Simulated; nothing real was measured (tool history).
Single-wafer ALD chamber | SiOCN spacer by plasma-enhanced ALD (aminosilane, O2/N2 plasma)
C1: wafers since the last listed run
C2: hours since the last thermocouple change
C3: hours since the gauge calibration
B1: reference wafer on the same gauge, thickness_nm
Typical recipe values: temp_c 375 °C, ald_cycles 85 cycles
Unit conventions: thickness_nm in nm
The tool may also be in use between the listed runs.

run 1 hour=0.0 | temp_c=375 ald_cycles=85 | C1=0 C2=651.6 C3=458.9 | B1=5.990 | thickness_nm=5.149
run 2 hour=89.2 | temp_c=375 ald_cycles=85 | C1=339 C2=740.8 C3=548.1 | B1=5.993 | thickness_nm=5.162
run 3 hour=204.9 | temp_c=375 ald_cycles=85 | C1=440 C2=856.5 C3=663.8 | B1=5.998 | thickness_nm=5.166
run 4 hour=249.9 | temp_c=375 ald_cycles=85 | C1=171 C2=901.5 C3=708.8 | B1=5.985 | thickness_nm=5.139
-- hour=320.3 gauge calibrated
run 5 hour=374.8 | temp_c=375 ald_cycles=85 | C1=475 C2=1026.4 C3=54.5 | B1=5.990 | thickness_nm=5.164
-- hour=398.2 thermocouple changed; heater temperature recalibrated
run 6 hour=443.2 | temp_c=384 ald_cycles=85 | C1=230 C2=45.0 C3=122.9 | B1=5.986 | thickness_nm=5.168
run 7 hour=495.3 | temp_c=375 ald_cycles=85 | C1=198 C2=97.1 C3=175.0 | B1=5.989 | thickness_nm=5.153
run 8 hour=593.7 | temp_c=375 ald_cycles=85 | C1=374 C2=195.5 C3=273.4 | B1=5.986 | thickness_nm=5.124
run 9 hour=669.5 | temp_c=375 ald_cycles=85 | C1=288 C2=271.3 C3=349.2 | B1=5.997 | thickness_nm=5.163
run 10 hour=722.0 | temp_c=375 ald_cycles=85 | C1=199 C2=323.8 C3=401.7 | B1=5.992 | thickness_nm=5.173
run 11 hour=811.4 | temp_c=381 ald_cycles=85 | C1=340 C2=413.2 C3=491.1 | B1=5.990 | thickness_nm=5.162
run 12 hour=914.2 | temp_c=375 ald_cycles=68 | C1=391 C2=516.0 C3=593.9 | B1=5.992 | thickness_nm=4.139
run 13 hour=992.9 | temp_c=387 ald_cycles=75 | C1=299 C2=594.7 C3=672.6 | B1=5.990 | thickness_nm=4.538
run 14 hour=1062.3 | temp_c=361 ald_cycles=85 | C1=264 C2=664.1 C3=742.0 | B1=5.988 | thickness_nm=5.168
run 15 hour=1138.0 | temp_c=388 ald_cycles=72 | C1=288 C2=739.8 C3=817.7 | B1=5.985 | thickness_nm=4.383
-- hour=1155.2 gauge calibrated
-- hour=1245.2 thermocouple changed; heater temperature recalibrated
run 16 hour=1245.7 | temp_c=361 ald_cycles=73 | C1=379 C2=0.5 C3=90.5 | B1=5.979 | thickness_nm=4.401
run 17 hour=1279.6 | temp_c=389 ald_cycles=102 | C1=129 C2=34.4 C3=124.4 | B1=5.994 | thickness_nm=6.197
run 18 hour=1350.6 | temp_c=370 ald_cycles=79 | C1=270 C2=105.4 C3=195.4 | B1=5.985 | thickness_nm=4.779
run 19 hour=1454.4 | temp_c=375 ald_cycles=85 | C1=395 C2=209.2 C3=299.2 | B1=5.991 | thickness_nm=5.158
run 20 hour=1557.4 | temp_c=379 ald_cycles=92 | C1=392 C2=312.2 C3=402.2 | B1=5.986 | thickness_nm=5.586
run 21 hour=1648.4 | temp_c=387 ald_cycles=89 | C1=346 C2=403.2 C3=493.2 | B1=5.986 | thickness_nm=5.400
run 22 hour=1712.0 | temp_c=375 ald_cycles=85 | C1=242 C2=466.8 C3=556.8 | B1=5.987 | thickness_nm=5.135

Entry by entry between the runs, the difference in hidden state between the last listed run before and the first listed run after:
After run 4, before run 5: gauge calibrated (hour 320.3)
  no hidden state differs between the two runs
After run 5, before run 6: thermocouple changed; heater temperature recalibrated (hour 398.2)
  no hidden state differs between the two runs
After run 15, before run 16: gauge calibrated (hour 1155.2); thermocouple changed; heater temperature recalibrated (hour 1245.2)
  no hidden state differs between the two runs
